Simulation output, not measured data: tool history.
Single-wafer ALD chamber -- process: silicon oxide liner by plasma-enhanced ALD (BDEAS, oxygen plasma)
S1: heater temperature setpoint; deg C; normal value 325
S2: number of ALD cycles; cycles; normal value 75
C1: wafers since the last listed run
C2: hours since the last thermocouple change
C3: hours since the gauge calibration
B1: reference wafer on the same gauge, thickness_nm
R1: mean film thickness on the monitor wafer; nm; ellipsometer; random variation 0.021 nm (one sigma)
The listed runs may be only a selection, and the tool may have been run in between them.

Run 1, day 0: usual settings but S1 336 deg C, S2 68 cycles; C1 0; C2 944.6; C3 322.4; B1 5.212. Result: R1 5.78 nm.
Run 2, day 2.954: usual settings but S2 79 cycles; C1 371; C2 1015.5; C3 393.3; B1 5.231. Result: R1 6.83 nm.
Run 3, day 4.229: usual settings but S2 79 cycles; C1 160; C2 1046.1; C3 423.9; B1 5.232. Result: R1 6.86 nm.
Run 4, day 5.467: usual settings but S2 79 cycles; C1 155; C2 1075.8; C3 453.6; B1 5.24. Result: R1 6.825 nm.
Run 5, day 8.233: usual settings; C1 347; C2 1142.2; C3 520; B1 5.252. Result: R1 6.508 nm.
Run 6, day 10.812: usual settings; C1 324; C2 1204.1; C3 581.9; B1 5.259. Result: R1 6.516 nm.
Run 7, day 13.704: usual settings; C1 363; C2 1273.5; C3 651.3; B1 5.264. Result: R1 6.526 nm.
Run 8, day 14.971: usual settings; C1 159; C2 1303.9; C3 681.7; B1 5.273. Result: R1 6.538 nm.
Run 9, day 23.729: usual settings; C1 1101; C2 1514.1; C3 891.9; B1 5.288. Result: R1 6.526 nm.
Run 10, day 26.671: usual settings; C1 369; C2 1584.7; C3 962.5; B1 5.29. Result: R1 6.551 nm.
Run 11, day 28.879: usual settings; C1 277; C2 1637.7; C3 1015.5; B1 5.296. Result: R1 6.613 nm.
At day 31.112: thermocouple changed; heater temperature recalibrated.
At day 35.579: gauge calibrated.
Run 12, day 36.133: usual settings; C1 870; C2 120.5; C3 13.3; B1 5.056. Result: R1 6.239 nm.
Run 13, day 37.288: usual settings; C1 145; C2 148.2; C3 41; B1 5.068. Result: R1 6.272 nm.
Run 14, day 38.3: usual settings; C1 127; C2 172.5; C3 65.3; B1 5.076. Result: R1 6.332 nm.
Run 15, day 39.462: usual settings; C1 146; C2 200.4; C3 93.2; B1 5.089. Result: R1 6.316 nm.
Run 16, day 41.188: usual settings but S2 72 cycles; C1 216; C2 241.8; C3 134.6; B1 5.107. Result: R1 6.092 nm.
Run 17, day 44.483: usual settings but S1 338 deg C, S2 86 cycles; C1 414; C2 320.9; C3 213.7; B1 5.134. Result: R1 7.127 nm.
Run 18, day 46.338: usual settings; C1 233; C2 365.4; C3 258.2; B1 5.146. Result: R1 6.426 nm.
Run 19, day 47.433: usual settings; C1 137; C2 391.7; C3 284.5; B1 5.157. Result: R1 6.372 nm.
Run 20, day 48.625: usual settings; C1 149; C2 420.3; C3 313.1; B1 5.161. Result: R1 6.361 nm.
Run 21, day 50.808: usual settings but S1 312 deg C, S2 84 cycles; C1 274; C2 472.7; C3 365.5; B1 5.172. Result: R1 7.353 nm.
Run 22, day 53.471: usual settings but S1 317 deg C; C1 334; C2 536.6; C3 429.4; B1 5.183. Result: R1 6.547 nm.
Run 23, day 56.471: usual settings but S1 331 deg C, S2 62 cycles; C1 377; C2 608.6; C3 501.4; B1 5.197. Result: R1 5.282 nm.
Run 24, day 59.038: usual settings but S2 62 cycles; C1 322; C2 670.2; C3 563; B1 5.21. Result: R1 5.34 nm.
Run 25, day 60.454: usual settings but S1 337 deg C; C1 178; C2 704.2; C3 597; B1 5.209. Result: R1 6.337 nm.
Run 26, day 67.254: usual settings but S1 317 deg C, S2 68 cycles; C1 855; C2 867.4; C3 760.2; B1 5.226. Result: R1 5.992 nm.
Run 27, day 70.142: usual settings; C1 363; C2 936.7; C3 829.5; B1 5.235. Result: R1 6.491 nm.
Run 28, day 72.492: usual settings; C1 295; C2 993.1; C3 885.9; B1 5.242. Result: R1 6.459 nm.
Run 29, day 74.404: usual settings but S1 320 deg C, S2 70 cycles; C1 240; C2 1039; C3 931.8; B1 5.237. Result: R1 6.155 nm.
Run 30, day 76.654: usual settings but S1 339 deg C; C1 282; C2 1093; C3 985.8; B1 5.25. Result: R1 6.368 nm.
Run 31, day 78.246: usual settings but S2 69 cycles; C1 200; C2 1131.2; C3 1024; B1 5.241. Result: R1 5.971 nm.

Estimate the outcome of run 32 from the log above:
Run 32, day 80.629: usual settings; C1 299; C2 1188.4; C3 1081.2; B1 ?. Result: R1 ?.

{"run 32": {"B1": 5.251, "R1": 6.496}}
With no hidden state in the tool, this same run would have given R1 6.275 nm.
